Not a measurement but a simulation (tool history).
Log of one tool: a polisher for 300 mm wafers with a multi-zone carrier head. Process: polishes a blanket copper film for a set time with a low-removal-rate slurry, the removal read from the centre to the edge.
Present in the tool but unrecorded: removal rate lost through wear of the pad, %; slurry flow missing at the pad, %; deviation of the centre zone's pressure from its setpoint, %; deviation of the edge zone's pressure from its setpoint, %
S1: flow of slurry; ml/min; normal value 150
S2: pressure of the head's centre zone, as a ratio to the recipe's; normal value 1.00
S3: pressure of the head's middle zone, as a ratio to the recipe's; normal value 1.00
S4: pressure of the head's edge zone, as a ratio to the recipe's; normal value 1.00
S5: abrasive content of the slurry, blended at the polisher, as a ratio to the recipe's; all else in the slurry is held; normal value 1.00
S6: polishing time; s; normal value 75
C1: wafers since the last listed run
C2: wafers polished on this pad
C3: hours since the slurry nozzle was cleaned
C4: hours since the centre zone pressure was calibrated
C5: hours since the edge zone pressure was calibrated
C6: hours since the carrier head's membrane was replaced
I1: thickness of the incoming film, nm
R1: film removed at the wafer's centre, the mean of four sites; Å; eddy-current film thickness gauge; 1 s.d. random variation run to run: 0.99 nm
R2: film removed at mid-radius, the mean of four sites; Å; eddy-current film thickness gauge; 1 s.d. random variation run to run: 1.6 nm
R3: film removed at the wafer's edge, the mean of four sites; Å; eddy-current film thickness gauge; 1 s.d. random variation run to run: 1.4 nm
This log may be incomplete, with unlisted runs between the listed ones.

run	hour	S1	S2	S3	S4	S5	S6	C1	C2	C3	C4	C5	C6	I1	R1	R2	R3
1	0.0	125	0.95	1.00	0.92	1.10	75	0	1140	115.3	989.4	0.5	93.8	1324.4	1171	1246	1168
2	34.8	150	0.89	1.00	0.96	1.00	75	457	1597	150.1	1024.2	35.3	128.6	1341.2	1057	1246	1161
3	42.9	180	1.00	1.03	1.00	1.00	64	106	1704	158.2	1032.3	43.4	136.7	1313.2	1043	1090	1034
4	50.9	150	1.00	1.00	1.00	1.00	75	105	1809	166.2	1040.3	51.4	144.7	1342.5	1182	1211	1200
# hour 55.9: worn pad replaced by a new one
5	66.1	150	1.00	1.10	1.00	0.80	75	147	134	181.4	1055.5	66.6	159.9	1322.5	1170	1298	1175
6	80.3	150	1.00	1.00	1.00	1.00	75	186	320	195.6	1069.7	80.8	174.1	1327.7	1287	1266	1257
7	89.4	150	1.00	1.00	1.00	1.00	97	119	440	204.7	1078.8	89.9	183.2	1327.3	1618	1689	1668
8	105.6	130	1.00	1.00	1.04	0.80	52	213	653	220.9	1095.0	106.1	199.4	1336.6	799	810	812
9	116.6	150	1.00	1.00	1.00	1.00	75	144	798	231.9	1106.0	117.1	210.4	1317.3	1259	1263	1237
10	133.7	150	1.00	1.00	1.00	1.00	75	224	1023	249.0	1123.1	134.2	227.5	1335.0	1248	1267	1249
# hour 140.9: centre zone pressure recalibrated
11	145.8	150	0.94	1.00	1.00	1.00	53	132	1156	261.1	4.9	146.3	239.6	1305.0	811	877	882
12	157.7	150	1.00	1.00	1.00	1.00	75	156	1312	273.0	16.8	158.2	251.5	1324.7	1233	1242	1239
13	171.0	150	1.00	0.90	0.94	0.90	75	174	1487	286.3	30.1	171.5	264.8	1328.0	1184	1105	1138
14	184.0	150	0.94	1.00	1.00	1.00	53	171	1658	299.3	43.1	184.5	277.8	1338.3	799	884	856
# hour 193.2: worn pad replaced by a new one
15	197.4	150	1.00	1.09	1.00	1.00	62	123	55	312.7	56.5	197.9	291.2	1314.8	1058	1158	1046
16	211.1	150	1.00	1.00	1.00	1.00	75	180	235	326.4	70.2	211.6	304.9	1328.5	1276	1288	1264
17	222.1	150	1.00	1.03	1.00	1.00	75	144	380	337.4	81.2	222.6	315.9	1318.3	1283	1339	1272
18	235.3	190	0.96	1.00	0.96	1.00	75	173	553	350.6	94.4	235.8	329.1	1313.0	1256	1326	1250
19	245.8	150	1.00	0.93	1.06	1.00	75	138	691	361.1	104.9	246.3	339.6	1331.8	1283	1207	1332
20	263.0	150	1.00	1.00	1.00	1.00	75	226	918	378.3	122.1	263.5	356.8	1325.5	1255	1280	1271
21	270.0	150	1.00	1.00	1.00	1.00	75	92	1010	385.3	129.1	270.5	363.8	1319.6	1240	1283	1265
22	288.0	150	1.00	1.00	1.00	1.00	91	236	1247	403.3	147.1	288.5	381.8	1326.4	1494	1517	1484
23	295.6	150	1.00	1.00	1.00	1.00	75	99	1347	410.9	154.7	296.1	389.4	1318.1	1232	1252	1224

Alternative continuations, all from the tool just after run 23; predict every row:
A	296.0	150	1.00	1.00	1.00	1.00	75	5	1352	411.3	155.1	296.5	389.8	1327.6	?	?	?
B	296.0	150	1.00	1.00	1.11	1.00	75	5	1352	411.3	155.1	296.5	389.8	1327.6	?	?	?
C	296.0	150	1.00	0.91	1.00	1.15	96	5	1352	411.3	155.1	296.5	389.8	1327.6	?	?	?

run	R1	R2	R3
A	1231	1253	1221
B	1231	1253	1315
C	1647	1550	1637
Without the tool's hidden state the same runs would have given:
run	R1	R2	R3
A	1278	1301	1268
B	1278	1300	1366
C	1710	1609	1700
